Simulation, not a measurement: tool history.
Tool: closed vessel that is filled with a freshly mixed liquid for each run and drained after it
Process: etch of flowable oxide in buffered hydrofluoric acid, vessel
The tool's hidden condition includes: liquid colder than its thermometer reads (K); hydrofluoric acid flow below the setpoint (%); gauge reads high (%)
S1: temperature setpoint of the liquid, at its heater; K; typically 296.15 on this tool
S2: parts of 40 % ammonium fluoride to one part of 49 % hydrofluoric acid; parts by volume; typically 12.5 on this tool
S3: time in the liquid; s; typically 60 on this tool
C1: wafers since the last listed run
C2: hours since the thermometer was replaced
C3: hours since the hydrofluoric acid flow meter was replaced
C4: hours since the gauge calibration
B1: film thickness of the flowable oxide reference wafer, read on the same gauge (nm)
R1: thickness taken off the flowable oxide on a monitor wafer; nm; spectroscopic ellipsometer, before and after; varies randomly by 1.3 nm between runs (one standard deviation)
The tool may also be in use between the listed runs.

Run 1, day 0.000: usual settings but S1 297.15 K, S2 16.5 parts by volume; C1 0; C2 282.9; C3 690.0; C4 1046.4; B1 49.99. Result: R1 111.04 nm.
Run 2, day 2.608: usual settings but S2 10.5 parts by volume; C1 7237; C2 345.5; C3 752.6; C4 1109.0; B1 50.02. Result: R1 166.37 nm.
Run 3, day 13.196: usual settings but S2 10.5 parts by volume; C1 29378; C2 599.6; C3 1006.7; C4 1363.1; B1 50.00. Result: R1 157.04 nm.
At day 13.471: thermometer replaced.
Run 4, day 16.488: usual settings; C1 9018; C2 72.4; C3 1085.7; C4 1442.1; B1 49.98. Result: R1 143.63 nm.
At day 25.142: gauge calibrated.
At day 28.546: hydrofluoric acid flow meter replaced.
Run 5, day 28.754: usual settings; C1 33922; C2 366.8; C3 5.0; C4 86.7; B1 50.00. Result: R1 137.73 nm.
Run 6, day 32.450: usual settings; C1 10255; C2 455.5; C3 93.7; C4 175.4; B1 50.01. Result: R1 136.23 nm.
Run 7, day 34.521: usual settings but S1 292.65 K; C1 5746; C2 505.2; C3 143.4; C4 225.1; B1 50.00. Result: R1 109.94 nm.
At day 37.296: thermometer replaced.
Run 8, day 37.725: usual settings but S1 292.65 K; C1 8775; C2 10.3; C3 220.3; C4 302.0; B1 50.02. Result: R1 121.49 nm.
Run 9, day 40.683: usual settings but S3 40 s; C1 8208; C2 81.3; C3 291.3; C4 373.0; B1 50.02. Result: R1 96.36 nm.
Run 10, day 42.825: usual settings but S1 297.65 K; C1 5942; C2 132.7; C3 342.7; C4 424.4; B1 50.01. Result: R1 154.59 nm.
Run 11, day 47.262: usual settings; C1 12313; C2 239.2; C3 449.2; C4 530.9; B1 49.98. Result: R1 140.40 nm.
Run 12, day 51.450: usual settings; C1 11619; C2 339.7; C3 549.7; C4 631.4; B1 50.01. Result: R1 138.70 nm.
Run 13, day 53.596: usual settings but S2 10.0 parts by volume, S3 75 s; C1 5954; C2 391.2; C3 601.2; C4 682.9; B1 49.98. Result: R1 212.03 nm.
Run 14, day 57.846: usual settings; C1 11793; C2 493.2; C3 703.2; C4 784.9; B1 49.97. Result: R1 134.83 nm.
Run 15, day 60.875: usual settings but S1 293.65 K; C1 8405; C2 565.9; C3 775.9; C4 857.6; B1 49.99. Result: R1 114.64 nm.
At day 64.217: thermometer replaced.
Run 16, day 64.271: usual settings but S2 11.0 parts by volume; C1 9307; C2 1.3; C3 857.4; C4 939.1; B1 49.96. Result: R1 162.21 nm.
Run 17, day 66.025: usual settings but S1 292.65 K, S2 15.5 parts by volume; C1 4867; C2 43.4; C3 899.5; C4 981.2; B1 49.96. Result: R1 96.51 nm.
Run 18, day 69.658: usual settings but S1 293.65 K, S2 15.5 parts by volume; C1 10082; C2 130.6; C3 986.7; C4 1068.4; B1 49.99. Result: R1 99.65 nm.

Some steps in R1 between neighbouring runs. How much of each would the tool show without its hidden state too (settings, what came in, random variation), and how much is left for the hidden state, with any gauge scatter that isn't in both results?
Run 3 -> 4: S2 10.5 -> 12.5, thermometer replaced. R1 -13.41 nm: hidden state +14.95, all else -28.36.
Run 13 -> 14: S2 10.0 -> 12.5, S3 75 -> 60. R1 -77.20 nm: hidden state +3.39, all else -80.59.
